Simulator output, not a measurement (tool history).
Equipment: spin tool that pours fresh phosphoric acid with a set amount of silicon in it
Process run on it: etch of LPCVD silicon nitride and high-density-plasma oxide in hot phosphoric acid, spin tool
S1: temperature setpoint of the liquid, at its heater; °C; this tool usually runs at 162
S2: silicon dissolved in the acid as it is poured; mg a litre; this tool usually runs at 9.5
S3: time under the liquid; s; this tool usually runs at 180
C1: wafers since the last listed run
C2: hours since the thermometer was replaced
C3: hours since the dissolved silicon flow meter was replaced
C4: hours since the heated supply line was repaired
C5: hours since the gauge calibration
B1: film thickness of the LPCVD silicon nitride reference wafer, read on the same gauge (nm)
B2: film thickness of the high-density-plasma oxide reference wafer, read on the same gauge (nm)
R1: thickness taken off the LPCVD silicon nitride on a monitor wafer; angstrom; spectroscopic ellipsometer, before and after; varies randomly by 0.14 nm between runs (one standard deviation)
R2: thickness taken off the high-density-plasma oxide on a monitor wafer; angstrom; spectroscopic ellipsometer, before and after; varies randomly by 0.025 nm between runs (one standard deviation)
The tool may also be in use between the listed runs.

run 1 hour=0 | S1=162 S2=4 S3=180 | C1=0 C2=1357.3 C3=734.9 C4=807.2 C5=381.4 | B1=119.98 B2=29.991 | R1=174.7 R2=6.92
-- hour=24.9 thermometer replaced
run 2 hour=26 | S1=162 S2=4 S3=180 | C1=256 C2=1.1 C3=760.9 C4=833.2 C5=407.4 | B1=119.98 B2=30.039 | R1=159.3 R2=5.39
run 3 hour=39.7 | S1=162 S2=9.5 S3=180 | C1=140 C2=14.8 C3=774.6 C4=846.9 C5=421.1 | B1=119.96 B2=30.046 | R1=158.8 R2=4.83
run 4 hour=56.3 | S1=162 S2=9.5 S3=180 | C1=170 C2=31.4 C3=791.2 C4=863.5 C5=437.7 | B1=119.94 B2=29.986 | R1=160 R2=4.83
run 5 hour=91.1 | S1=162 S2=9.5 S3=180 | C1=356 C2=66.2 C3=826 C4=898.3 C5=472.5 | B1=120.02 B2=29.981 | R1=159 R2=4.59
-- hour=95.1 gauge calibrated
run 6 hour=106.5 | S1=161 S2=9.5 S3=180 | C1=157 C2=81.6 C3=841.4 C4=913.7 C5=11.4 | B1=120.05 B2=30.025 | R1=151.7 R2=4.5
run 7 hour=139.8 | S1=162 S2=15 S3=180 | C1=341 C2=114.9 C3=874.7 C4=947 C5=44.7 | B1=120.04 B2=29.991 | R1=157.9 R2=4.08
run 8 hour=174.1 | S1=164 S2=9.5 S3=280 | C1=351 C2=149.2 C3=909 C4=981.3 C5=79 | B1=120.04 B2=29.984 | R1=259.7 R2=8.41
-- hour=183.7 heated supply line repaired
run 9 hour=203.3 | S1=160 S2=4 S3=180 | C1=289 C2=178.4 C3=938.2 C4=19.6 C5=108.2 | B1=119.98 B2=29.994 | R1=161.8 R2=6.53
run 10 hour=235.7 | S1=164.5 S2=2 S3=180 | C1=332 C2=210.8 C3=970.6 C4=52 C5=140.6 | B1=120.02 B2=29.999 | R1=189.9 R2=8.74
run 11 hour=254.7 | S1=162 S2=9.5 S3=180 | C1=194 C2=229.8 C3=989.6 C4=71 C5=159.6 | B1=119.97 B2=30.013 | R1=173.7 R2=6.19
-- hour=281.2 dissolved silicon flow meter replaced
run 12 hour=281.7 | S1=160.5 S2=14 S3=180 | C1=266 C2=256.8 C3=0.5 C4=98 C5=186.6 | B1=119.96 B2=30.03 | R1=169.2 R2=4.9
run 13 hour=302.5 | S1=162 S2=9.5 S3=180 | C1=213 C2=277.6 C3=21.3 C4=118.8 C5=207.4 | B1=119.99 B2=30.018 | R1=175.2 R2=5.88
run 14 hour=317.9 | S1=159.5 S2=4 S3=290 | C1=157 C2=293 C3=36.7 C4=134.2 C5=222.8 | B1=120.03 B2=29.977 | R1=260 R2=9.18

Predict the results of run 15:
run 15 hour=342.5 | S1=160.5 S2=14.5 S3=270 | C1=252 C2=317.6 C3=61.3 C4=158.8 C5=247.4 | B1=? B2=? | R1=? R2=?

{"run 15": {"B1": 120.01, "B2": 30.025, "R1": 248.1, "R2": 7.68}}
Without the tool's hidden state the same run would have given R1 249.5 angstrom, R2 7.78 angstrom.
